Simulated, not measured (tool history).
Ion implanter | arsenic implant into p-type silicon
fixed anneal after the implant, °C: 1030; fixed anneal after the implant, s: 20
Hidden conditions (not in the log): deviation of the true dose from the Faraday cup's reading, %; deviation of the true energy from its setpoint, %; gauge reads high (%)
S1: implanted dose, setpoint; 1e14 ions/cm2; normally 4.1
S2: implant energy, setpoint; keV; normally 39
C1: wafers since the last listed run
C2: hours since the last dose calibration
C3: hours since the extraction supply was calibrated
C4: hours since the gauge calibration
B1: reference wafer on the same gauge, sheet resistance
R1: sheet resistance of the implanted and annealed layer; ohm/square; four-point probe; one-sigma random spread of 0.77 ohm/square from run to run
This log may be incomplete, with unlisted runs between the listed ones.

| run | hour | S1 | S2 | C1 | C2 | C3 | C4 | B1 | R1 |
|---|---|---|---|---|---|---|---|---|---|
| 1 | 0 | 4.1 | 39 | 0 | 308.7 | 5690.1 | 605.3 | 193.91 | 193.89 |
|  | 107.6 | gauge calibrated |
| 2 | 168.8 | 4.1 | 39 | 2077 | 477.5 | 5858.9 | 61.2 | 194.08 | 194.8 |
| 3 | 234.9 | 4.1 | 39 | 813 | 543.6 | 5925 | 127.3 | 193.77 | 194.36 |
| 4 | 300 | 4.1 | 39 | 801 | 608.7 | 5990.1 | 192.4 | 193.69 | 194.3 |
| 5 | 360.1 | 4.72 | 39 | 739 | 668.8 | 6050.2 | 252.5 | 193.94 | 175.53 |
|  | 369.1 | Faraday cup replaced and dose calibrated |
| 6 | 429.1 | 4.72 | 39 | 750 | 60 | 6119.2 | 321.5 | 194.3 | 170.32 |
|  | 450.7 | extraction supply calibrated |
| 7 | 494.1 | 4.1 | 39 | 701 | 125 | 43.4 | 386.5 | 193.77 | 189.7 |
| 8 | 552.9 | 4.1 | 39 | 723 | 183.8 | 102.2 | 445.3 | 193.97 | 190.63 |
| 9 | 577.2 | 4.1 | 39 | 299 | 208.1 | 126.5 | 469.6 | 194.12 | 190.37 |
| 10 | 609.6 | 4.1 | 39 | 398 | 240.5 | 158.9 | 502 | 193.96 | 190.84 |
| 11 | 665.7 | 3.32 | 31 | 690 | 296.6 | 215 | 558.1 | 194.07 | 232.64 |
|  | 699.2 | gauge calibrated |
| 12 | 700.4 | 3.75 | 39 | 427 | 331.3 | 249.7 | 1.2 | 194.05 | 206.19 |
| 13 | 740.9 | 5.19 | 46.5 | 498 | 371.8 | 290.2 | 41.7 | 193.9 | 156.45 |
| 14 | 783.9 | 4.1 | 39 | 529 | 414.8 | 333.2 | 84.7 | 193.91 | 192.28 |
| 15 | 828.7 | 4.1 | 39 | 551 | 459.6 | 378 | 129.5 | 194.05 | 194.35 |
| 16 | 868.3 | 4.65 | 49 | 487 | 499.2 | 417.6 | 169.1 | 193.88 | 170.64 |
|  | 910.3 | Faraday cup replaced and dose calibrated |
| 17 | 1076 | 4.94 | 44 | 2457 | 165.7 | 625.3 | 376.8 | 193.96 | 163.6 |
| 18 | 1130.4 | 4.1 | 28.5 | 669 | 220.1 | 679.7 | 431.2 | 194.06 | 200.3 |
| 19 | 1188.1 | 3.41 | 25.5 | 710 | 277.8 | 737.4 | 488.9 | 193.77 | 234.81 |
| 20 | 1252.2 | 3.59 | 30.5 | 788 | 341.9 | 801.5 | 553 | 194.06 | 222.76 |

Describe how what the log doesn't record of the tool's condition differs between the last listed run preceding each entry between runs and the first listed run following it.
After run 1, before run 2: gauge calibrated (hour 107.6)
  deviation of the true dose from the Faraday cup's reading, %: -1.62 -> -2.85
  measured minus no-state result, R1: +2.42 -> +4.29 ohm/square
After run 5, before run 6: Faraday cup replaced and dose calibrated (hour 369.1)
  deviation of the true dose from the Faraday cup's reading, %: -4.25 -> 0.187
  measured minus no-state result, R1: +5.78 -> -0.24 ohm/square
After run 6, before run 7: extraction supply calibrated (hour 450.7)
  deviation of the true dose from the Faraday cup's reading, %: 0.187 -> -0.288
  measured minus no-state result, R1: -0.24 -> +0.42 ohm/square
After run 11, before run 12: gauge calibrated (hour 699.2)
  deviation of the true dose from the Faraday cup's reading, %: -1.54 -> -1.8
  measured minus no-state result, R1: +2.74 -> +2.84 ohm/square
After run 16, before run 17: Faraday cup replaced and dose calibrated (hour 910.3)
  deviation of the true dose from the Faraday cup's reading, %: -3.02 -> -1.56
  measured minus no-state result, R1: +3.99 -> +1.97 ohm/square

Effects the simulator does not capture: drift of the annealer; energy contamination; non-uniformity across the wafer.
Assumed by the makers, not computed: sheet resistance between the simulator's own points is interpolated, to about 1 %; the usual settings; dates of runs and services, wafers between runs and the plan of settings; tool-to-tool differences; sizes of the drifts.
